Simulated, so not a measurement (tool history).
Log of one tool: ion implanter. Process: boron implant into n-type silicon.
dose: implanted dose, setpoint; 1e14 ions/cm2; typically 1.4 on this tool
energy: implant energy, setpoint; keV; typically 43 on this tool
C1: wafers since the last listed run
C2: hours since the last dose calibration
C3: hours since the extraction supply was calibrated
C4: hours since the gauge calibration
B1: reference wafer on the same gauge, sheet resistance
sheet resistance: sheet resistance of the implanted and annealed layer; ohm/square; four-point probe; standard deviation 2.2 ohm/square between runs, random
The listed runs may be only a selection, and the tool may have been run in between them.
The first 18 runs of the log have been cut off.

Run 19, hour 965: usual settings; C1 1217; C2 179.7; C3 90.8; C4 386.8; B1 494.85. Result: sheet resistance 482.17 ohm/square.
Run 20, hour 1032.6: usual settings; C1 1245; C2 247.3; C3 158.4; C4 454.4; B1 494.7. Result: sheet resistance 484.11 ohm/square.
Run 21, hour 1242.9: usual settings but dose 1.12 1e14 ions/cm2, energy 33.5 keV; C1 3873; C2 457.6; C3 368.7; C4 664.7; B1 494.89. Result: sheet resistance 601.8 ohm/square.
Run 22, hour 1291.4: usual settings but energy 34.5 keV; C1 893; C2 506.1; C3 417.2; C4 713.2; B1 494.22. Result: sheet resistance 508.38 ohm/square.
Run 23, hour 1350.7: usual settings but dose 1.61 1e14 ions/cm2; C1 1092; C2 565.4; C3 476.5; C4 772.5; B1 495.03. Result: sheet resistance 444.8 ohm/square.
Run 24, hour 1413.4: usual settings but dose 1.13 1e14 ions/cm2, energy 31 keV; C1 1154; C2 628.1; C3 539.2; C4 835.2; B1 495.16. Result: sheet resistance 606.65 ohm/square.
Run 25, hour 1447.8: usual settings but dose 1.72 1e14 ions/cm2, energy 54.5 keV; C1 633; C2 662.5; C3 573.6; C4 869.6; B1 495.11. Result: sheet resistance 407.02 ohm/square.
Run 26, hour 1511.7: usual settings but dose 1.24 1e14 ions/cm2, energy 37.5 keV; C1 1177; C2 726.4; C3 637.5; C4 933.5; B1 495.33. Result: sheet resistance 552.73 ohm/square.
Run 27, hour 1562.6: usual settings but dose 1.69 1e14 ions/cm2, energy 56.5 keV; C1 937; C2 777.3; C3 688.4; C4 984.4; B1 495.78. Result: sheet resistance 410.53 ohm/square.
Run 28, hour 1605.2: usual settings; C1 784; C2 819.9; C3 731; C4 1027; B1 495.26. Result: sheet resistance 492.31 ohm/square.
Run 29, hour 1655.5: usual settings but dose 1.78 1e14 ions/cm2, energy 33.5 keV; C1 926; C2 870.2; C3 781.3; C4 1077.3; B1 494.8. Result: sheet resistance 436.02 ohm/square.

Expected results for the next run?
Run 30, hour 1725.9: usual settings but dose 1.26 1e14 ions/cm2, energy 50.5 keV; C1 1296; C2 940.6; C3 851.7; C4 1147.7; B1 ?. Result: sheet resistance ?.

Run 30 came out at B1 495.45, sheet resistance 517.39 ohm/square.
Minus the tool's unlogged condition, the same run would have read sheet resistance 503.63 ohm/square.

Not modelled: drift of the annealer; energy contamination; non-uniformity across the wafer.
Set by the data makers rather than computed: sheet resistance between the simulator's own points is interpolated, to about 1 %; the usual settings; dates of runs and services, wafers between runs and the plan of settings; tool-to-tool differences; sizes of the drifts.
